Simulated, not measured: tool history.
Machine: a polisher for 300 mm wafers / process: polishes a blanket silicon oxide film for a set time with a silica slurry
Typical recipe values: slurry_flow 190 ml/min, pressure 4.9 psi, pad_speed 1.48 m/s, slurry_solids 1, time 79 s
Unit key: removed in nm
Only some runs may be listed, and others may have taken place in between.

| run | hour | slurry_flow | pressure | pad_speed | slurry_solids | time | incoming thickness of the incoming film, nm | removed |
|---|---|---|---|---|---|---|---|---|
| 1 | 0 | 190 | 4.9 | 1.86 | 1 | 79 | 1905.4 | 454.4 |
| 2 | 101.2 | 190 | 4.9 | 1.48 | 1.2 | 57 | 1895.1 | 297.2 |
| 3 | 173.4 | 190 | 4.9 | 1.48 | 1.2 | 57 | 1896 | 307 |
| 4 | 251.6 | 150 | 4.9 | 1.48 | 1 | 79 | 1904.9 | 376.4 |
| 5 | 322.8 | 190 | 4.9 | 1.48 | 1 | 91 | 1870.2 | 443.2 |
| 6 | 367.8 | 190 | 4.9 | 1.48 | 1 | 79 | 1876.7 | 378.2 |
| 7 | 432 | 190 | 4.9 | 1.48 | 1 | 79 | 1892.6 | 381.8 |
| 8 | 535 | 190 | 4.9 | 1.48 | 1 | 79 | 1869.7 | 383.2 |
| 9 | 597.9 | 190 | 4.9 | 1.48 | 1 | 79 | 1899 | 382 |
| 10 | 636.2 | 250 | 4.9 | 1.48 | 1 | 87 | 1890.1 | 432.6 |
| 11 | 679.5 | 190 | 4.9 | 0.96 | 1 | 79 | 1895.9 | 269 |
| 12 | 738.9 | 190 | 4.9 | 1.48 | 1 | 79 | 1878.8 | 382.3 |
| 13 | 925.1 | 190 | 4.9 | 1.48 | 1 | 79 | 1887.6 | 374.5 |
| 14 | 991.5 | 130 | 6 | 1.48 | 1 | 93 | 1889.5 | 531.9 |
| 15 | 1071.8 | 190 | 4.9 | 1.9 | 1 | 69 | 1838.6 | 412 |
| 16 | 1178.7 | 190 | 4.9 | 2 | 1 | 79 | 1860 | 485.9 |
| 17 | 1229.4 | 190 | 4.9 | 1.48 | 1 | 96 | 1863.4 | 462.8 |
| 18 | 1334.5 | 190 | 4.9 | 1.08 | 1 | 79 | 1908.6 | 298.6 |
| 19 | 1534.9 | 190 | 4.9 | 1.48 | 1 | 79 | 1915 | 374.7 |
| 20 | 1577.8 | 190 | 4.9 | 1.48 | 1.2 | 57 | 1859.8 | 304.3 |
| 21 | 1662 | 190 | 3.3 | 1.48 | 1 | 66 | 1912.6 | 216.4 |
| 22 | 1747.3 | 140 | 4.1 | 1.48 | 1.3 | 56 | 1870 | 250.1 |
| 23 | 1785.5 | 190 | 4.9 | 1 | 1 | 79 | 1875.8 | 281.9 |
| 24 | 2062.1 | 190 | 4.9 | 1.48 | 1 | 79 | 1884.7 | 377.7 |
| 25 | 2145.4 | 190 | 4.9 | 0.96 | 1 | 79 | 1852.6 | 266.4 |

Not shown here: 17 entries made in the log between runs. Locate each between two listed runs and compare the hidden state at the listed run before it with the hidden state at the listed run after it:
Between runs 1 and 2: worn pad replaced by a new one (hour 8.4)
  nothing in the hidden state changes from one run to the other
Between runs 2 and 3: slurry blender recalibrated (hour 108.1)
  nothing in the hidden state changes from one run to the other
Between runs 3 and 4: conditioning disc replaced and pad reconditioned (hour 188.2)
  nothing in the hidden state changes from one run to the other
Between runs 7 and 8: worn pad replaced by a new one (hour 532.5)
  nothing in the hidden state changes from one run to the other
Between runs 8 and 9: head pressure recalibrated (hour 597.4)
  nothing in the hidden state changes from one run to the other
Between runs 12 and 13: slurry blender recalibrated (hour 742.6); slurry nozzle cleaned (hour 748.7); conditioning disc replaced and pad reconditioned (hour 787.5)
  nothing in the hidden state changes from one run to the other
Between runs 15 and 16: worn pad replaced by a new one (hour 1100.8)
  nothing in the hidden state changes from one run to the other
Between runs 17 and 18: slurry blender recalibrated (hour 1310.3)
  nothing in the hidden state changes from one run to the other
Between runs 18 and 19: conditioning disc replaced and pad reconditioned (hour 1366.9)
  nothing in the hidden state changes from one run to the other
Between runs 19 and 20: slurry nozzle cleaned (hour 1574.6)
  nothing in the hidden state changes from one run to the other
Between runs 20 and 21: worn pad replaced by a new one (hour 1599.8); head pressure recalibrated (hour 1655.9)
  nothing in the hidden state changes from one run to the other
Between runs 23 and 24: slurry blender recalibrated (hour 1873.1); conditioning disc replaced and pad reconditioned (hour 2002.7)
  nothing in the hidden state changes from one run to the other
Between runs 24 and 25: worn pad replaced by a new one (hour 2135.9)
  nothing in the hidden state changes from one run to the other

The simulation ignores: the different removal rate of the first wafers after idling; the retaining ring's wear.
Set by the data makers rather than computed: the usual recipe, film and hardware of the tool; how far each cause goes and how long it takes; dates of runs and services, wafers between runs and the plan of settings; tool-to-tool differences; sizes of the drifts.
